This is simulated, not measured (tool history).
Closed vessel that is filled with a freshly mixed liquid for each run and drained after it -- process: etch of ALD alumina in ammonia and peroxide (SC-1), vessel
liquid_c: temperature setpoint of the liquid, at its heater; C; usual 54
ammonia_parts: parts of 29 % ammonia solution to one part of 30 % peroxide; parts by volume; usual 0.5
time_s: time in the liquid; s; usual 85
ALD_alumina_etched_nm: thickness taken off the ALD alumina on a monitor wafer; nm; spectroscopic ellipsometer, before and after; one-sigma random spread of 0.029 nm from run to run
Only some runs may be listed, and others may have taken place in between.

run,hour,liquid_c,ammonia_parts,time_s,"read-back film thickness of the ALD alumina reference wafer, read on the same gauge (nm)",ALD_alumina_etched_nm
1,0,54,0.5,55,71.072,3.374
2,32.5,54,0.5,85,71.163,5.218
3,54.8,54,0.5,85,71.244,5.218
4,82.1,54,0.5,85,71.332,5.23
5,104.5,54,0.5,85,71.411,5.213
6,123.9,54,0.4,85,71.465,5.104
# hour 148.7: ammonia flow meter replaced
7,149.2,54,0.4,85,71.583,5.119
8,160.9,54,0.4,85,71.629,5.152
# hour 170.3: gauge calibrated
9,187.4,47.5,0.5,85,69.852,3.538
10,207.6,54,0.5,85,69.846,5.059
11,238.7,54,0.5,85,69.862,5.097
# hour 247.1: new drum of ammonia solution connected
# hour 250: thermometer replaced
12,254.9,54,0.5,85,69.876,5.098
13,279.6,54,0.5,85,69.89,5.142
14,313.8,60,0.6,85,69.904,7.187
15,347,57.5,0.5,110,69.945,7.985
16,382.9,62,0.35,110,69.973,9.695
17,411.4,59,0.75,55,70,4.45
18,443.9,54,0.3,40,70.03,2.285
19,470.9,57.5,0.4,115,70.066,8.095
20,504.1,62.5,0.4,105,70.115,9.645
21,523.2,54,0.5,65,70.158,3.87
22,540.7,54,0.3,45,70.176,2.566
23,556,54,0.5,85,70.221,5.105
24,568.6,54,0.5,85,70.235,5.108
25,597.4,54,0.35,85,70.298,4.96
26,612.1,47.5,0.4,85,70.324,3.543
27,641.8,54,0.5,85,70.398,5.108
28,663.6,48.5,0.5,85,70.447,3.778
29,697.2,57.5,0.55,85,70.514,6.222

List, for all runs, the conditions of the tool that the log does not record:
liquid colder than its thermometer reads (K): 0 on each run
ammonia flow below the setpoint (%): 0 on each run
ammonia solution weaker than its label (%): 0 on each run
H1: gauge reads high (%)
run,H1
1,1.51
2,1.66
3,1.77
4,1.9
5,2.01
6,2.11
7,2.25
8,2.31
9,-0.207
10,-0.203
11,-0.192
12,-0.183
13,-0.167
14,-0.137
15,-0.101
16,-0.0527
17,-0.00824
18,0.0492
19,0.102
20,0.175
21,0.22
22,0.263
23,0.303
24,0.337
25,0.419
26,0.463
27,0.556
28,0.628
29,0.746
